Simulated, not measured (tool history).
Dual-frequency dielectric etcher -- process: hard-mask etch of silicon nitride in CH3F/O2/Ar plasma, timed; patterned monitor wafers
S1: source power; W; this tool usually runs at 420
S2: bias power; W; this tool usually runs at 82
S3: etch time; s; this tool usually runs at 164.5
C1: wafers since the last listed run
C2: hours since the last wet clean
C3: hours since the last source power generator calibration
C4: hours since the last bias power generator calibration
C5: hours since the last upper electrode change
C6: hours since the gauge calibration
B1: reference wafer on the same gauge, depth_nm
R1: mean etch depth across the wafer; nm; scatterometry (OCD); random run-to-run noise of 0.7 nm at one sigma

run    hour   S1  S2     S3    C1     C2      C3      C4      C5      C6     B1     R1
  1     0.0  420  72  164.5     0  133.6  3559.6  3975.1   917.8   299.6  143.9  115.5
  2    75.6  420  82  164.5   591  209.2  3635.2  4050.7   993.4   375.2  144.0  119.4
  3   172.5  500  82  148.0   758  306.1  3732.1  4147.6  1090.3   472.1  144.0  111.8
  4   274.6  500  82  148.0   799  408.2  3834.2  4249.7  1192.4   574.2  144.0  110.8
      316.6  -- source power generator calibrated
  5   349.2  500  82  148.0   552  482.8    32.6  4324.3  1267.0   648.8  144.2  110.8
      398.1  -- wet clean of the chamber
  6   436.0  420  82  164.5   491   37.9   119.4  4411.1  1353.8   735.6  144.0  121.3
  7   535.4  420  82  164.5   778  137.3   218.8  4510.5  1453.2   835.0  144.0  119.1
  8   574.2  420  82  164.5   303  176.1   257.6  4549.3  1492.0   873.8  143.9  118.1
  9   640.4  420  82  164.5   518  242.3   323.8  4615.5  1558.2   940.0  144.0  118.5
 10   724.9  480  82  164.5   661  326.8   408.3  4700.0  1642.7  1024.5  144.0  122.8
 11   810.8  480  73  164.5   672  412.7   494.2  4785.9  1728.6  1110.4  144.2  119.3
      853.6  -- upper electrode replaced
      895.2  -- wet clean of the chamber
 12   904.6  420  82  164.5   358    9.4   588.0  4879.7    51.0  1204.2  144.0  120.6
      951.3  -- bias power generator calibrated
 13   972.1  510  96  164.5   497   76.9   655.5    20.8   118.5  1271.7  144.1  130.5
 14  1045.6  490  65  149.5   575  150.4   729.0    94.3   192.0  1345.2  143.7  106.6
     1056.2  -- gauge calibrated
 15  1139.5  360  82  144.5   735  244.3   822.9   188.2   285.9    83.3  143.9   99.7
 16  1184.5  420  82  164.5   352  289.3   867.9   233.2   330.9   128.3  144.0  119.1
 17  1221.9  500  82  148.0   292  326.7   905.3   270.6   368.3   165.7  144.0  111.5
 18  1274.7  390  82  117.0   413  379.5   958.1   323.4   421.1   218.5  143.8   81.6
 19  1343.8  500  82  206.0   541  448.6  1027.2   392.5   490.2   287.6  143.9  152.7
 20  1381.8  370  82  127.5   297  486.6  1065.2   430.5   528.2   325.6  144.0   88.0
 21  1424.6  420  82  164.5   335  529.4  1108.0   473.3   571.0   368.4  144.0  116.6
     1543.2  -- wet clean of the chamber
 22  1543.7  420  97  164.5   744    0.5  1227.1   592.4   690.1   487.5  143.8  125.8
 23  1617.8  380  82  198.5   580   74.6  1301.2   666.5   764.2   561.6  144.1  141.6
 24  1725.0  420  98  197.5   839  181.8  1408.4   773.7   871.4   668.8  144.1  149.9
 25  1788.1  420  82  164.5   494  244.9  1471.5   836.8   934.5   731.9  144.2  120.0
 26  1842.2  390  82  189.0   423  299.0  1525.6   890.9   988.6   786.0  144.0  133.7
 27  1887.9  350  75  115.5   357  344.7  1571.3   936.6  1034.3   831.7  143.8   78.2
 28  1949.6  490  82  164.5   483  406.4  1633.0   998.3  1096.0   893.4  143.9  123.1
 29  1996.9  350  74  126.5   370  453.7  1680.3  1045.6  1143.3   940.7  143.8   84.8
 30  2137.5  500  64  164.5  1100  594.3  1820.9  1186.2  1283.9  1081.3  143.8  116.3

4 ways to go on from here, each from the tool as it stands after run 30. What would each give?
  A  2138.0  420  82  164.5   3  594.8  1821.4  1186.7  1284.4  1081.8   ?   ?
  B  2138.0  420  93  146.0   3  594.8  1821.4  1186.7  1284.4  1081.8   ?   ?
  C  2138.0  500  71  178.5   3  594.8  1821.4  1186.7  1284.4  1081.8   ?   ?
  D  2138.0  340  96  198.0   3  594.8  1821.4  1186.7  1284.4  1081.8   ?   ?

run     B1     R1
  A  144.0  117.6
  B  144.0  107.4
  C  144.0  129.9
  D  144.0  139.1
The same runs, with their run-to-run variation unchanged, on a tool lacking any hidden condition would have given:
run     R1
  A  120.9
  B  110.4
  C  133.5
  D  143.0

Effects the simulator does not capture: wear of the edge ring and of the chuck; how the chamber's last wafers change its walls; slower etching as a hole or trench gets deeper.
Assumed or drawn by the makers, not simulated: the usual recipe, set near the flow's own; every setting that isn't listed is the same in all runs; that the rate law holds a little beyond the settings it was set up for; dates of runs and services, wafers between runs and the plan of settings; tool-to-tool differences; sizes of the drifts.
